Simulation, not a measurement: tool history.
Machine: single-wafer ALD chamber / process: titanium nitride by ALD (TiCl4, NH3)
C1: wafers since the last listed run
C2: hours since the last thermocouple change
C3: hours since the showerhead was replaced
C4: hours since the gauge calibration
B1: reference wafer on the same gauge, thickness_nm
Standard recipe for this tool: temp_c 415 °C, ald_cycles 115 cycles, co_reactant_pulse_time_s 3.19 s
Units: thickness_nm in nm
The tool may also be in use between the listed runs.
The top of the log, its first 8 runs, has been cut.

{"run": 9, "hour": 192.3, "temp_c": 415, "ald_cycles": 115, "co_reactant_pulse_time_s": 3.19, "C1": 51, "C2": 994.1, "C3": 4446.2, "C4": 194.5, "B1": 2.232, "thickness_nm": 2.538}
{"run": 10, "hour": 226.0, "temp_c": 415, "ald_cycles": 115, "co_reactant_pulse_time_s": 3.19, "C1": 58, "C2": 1027.8, "C3": 4479.9, "C4": 228.2, "B1": 2.232, "thickness_nm": 2.543}
{"run": 11, "hour": 246.1, "temp_c": 415, "ald_cycles": 115, "co_reactant_pulse_time_s": 3.19, "C1": 34, "C2": 1047.9, "C3": 4500, "C4": 248.3, "B1": 2.233, "thickness_nm": 2.547}
{"run": 12, "hour": 261.6, "temp_c": 415, "ald_cycles": 115, "co_reactant_pulse_time_s": 3.19, "C1": 26, "C2": 1063.4, "C3": 4515.5, "C4": 263.8, "B1": 2.234, "thickness_nm": 2.545}
{"run": 13, "hour": 278.6, "temp_c": 415, "ald_cycles": 115, "co_reactant_pulse_time_s": 3.19, "C1": 29, "C2": 1080.4, "C3": 4532.5, "C4": 280.8, "B1": 2.234, "thickness_nm": 2.557}
{"run": 14, "hour": 306.5, "temp_c": 415, "ald_cycles": 115, "co_reactant_pulse_time_s": 3.19, "C1": 48, "C2": 1108.3, "C3": 4560.4, "C4": 308.7, "B1": 2.235, "thickness_nm": 2.555}
{"run": 15, "hour": 333.5, "temp_c": 415, "ald_cycles": 105, "co_reactant_pulse_time_s": 3.19, "C1": 46, "C2": 1135.3, "C3": 4587.4, "C4": 335.7, "B1": 2.237, "thickness_nm": 2.335}
{"run": 16, "hour": 365.9, "temp_c": 415, "ald_cycles": 115, "co_reactant_pulse_time_s": 3.19, "C1": 56, "C2": 1167.7, "C3": 4619.8, "C4": 368.1, "B1": 2.237, "thickness_nm": 2.551}
{"run": 17, "hour": 383.5, "temp_c": 415, "ald_cycles": 103, "co_reactant_pulse_time_s": 2.35, "C1": 30, "C2": 1185.3, "C3": 4637.4, "C4": 385.7, "B1": 2.237, "thickness_nm": 2.273}
{"run": 18, "hour": 399.6, "temp_c": 400, "ald_cycles": 98, "co_reactant_pulse_time_s": 3.95, "C1": 27, "C2": 1201.4, "C3": 4653.5, "C4": 401.8, "B1": 2.239, "thickness_nm": 2.193}
{"run": 19, "hour": 412.1, "temp_c": 415, "ald_cycles": 115, "co_reactant_pulse_time_s": 2.42, "C1": 21, "C2": 1213.9, "C3": 4666, "C4": 414.3, "B1": 2.238, "thickness_nm": 2.535}
{"hour": 416.4, "done": "gauge calibrated"}
{"hour": 443.5, "done": "thermocouple changed; heater temperature recalibrated"}
{"run": 20, "hour": 444.0, "temp_c": 405, "ald_cycles": 115, "co_reactant_pulse_time_s": 2.17, "C1": 41, "C2": 0.5, "C3": 4697.9, "C4": 27.6, "B1": 2.222, "thickness_nm": 2.512}
{"run": 21, "hour": 475.5, "temp_c": 421, "ald_cycles": 115, "co_reactant_pulse_time_s": 3.84, "C1": 54, "C2": 32, "C3": 4729.4, "C4": 59.1, "B1": 2.228, "thickness_nm": 2.558}
{"run": 22, "hour": 498.9, "temp_c": 404, "ald_cycles": 126, "co_reactant_pulse_time_s": 3.88, "C1": 40, "C2": 55.4, "C3": 4752.8, "C4": 82.5, "B1": 2.232, "thickness_nm": 2.816}
{"run": 23, "hour": 527.1, "temp_c": 410, "ald_cycles": 105, "co_reactant_pulse_time_s": 4.39, "C1": 48, "C2": 83.6, "C3": 4781, "C4": 110.7, "B1": 2.236, "thickness_nm": 2.351}
{"hour": 547.4, "done": "showerhead replaced"}
{"run": 24, "hour": 553.2, "temp_c": 415, "ald_cycles": 115, "co_reactant_pulse_time_s": 3.19, "C1": 31, "C2": 109.7, "C3": 5.8, "C4": 136.8, "B1": 2.239, "thickness_nm": 2.566}
{"run": 25, "hour": 585.1, "temp_c": 426, "ald_cycles": 115, "co_reactant_pulse_time_s": 2.42, "C1": 55, "C2": 141.6, "C3": 37.7, "C4": 168.7, "B1": 2.24, "thickness_nm": 2.555}
{"run": 26, "hour": 600.5, "temp_c": 415, "ald_cycles": 115, "co_reactant_pulse_time_s": 3.19, "C1": 26, "C2": 157, "C3": 53.1, "C4": 184.1, "B1": 2.241, "thickness_nm": 2.552}

Expected results for the next run?
{"run": 27, "hour": 617.8, "temp_c": 409, "ald_cycles": 108, "co_reactant_pulse_time_s": 3.19, "C1": 29, "C2": 174.3, "C3": 70.4, "C4": 201.4, "B1": "?", "thickness_nm": "?"}

{"run 27": {"B1": 2.246, "thickness_nm": 2.403}}
Minus the tool's unlogged condition, the same run would have read thickness_nm 2.368 nm.
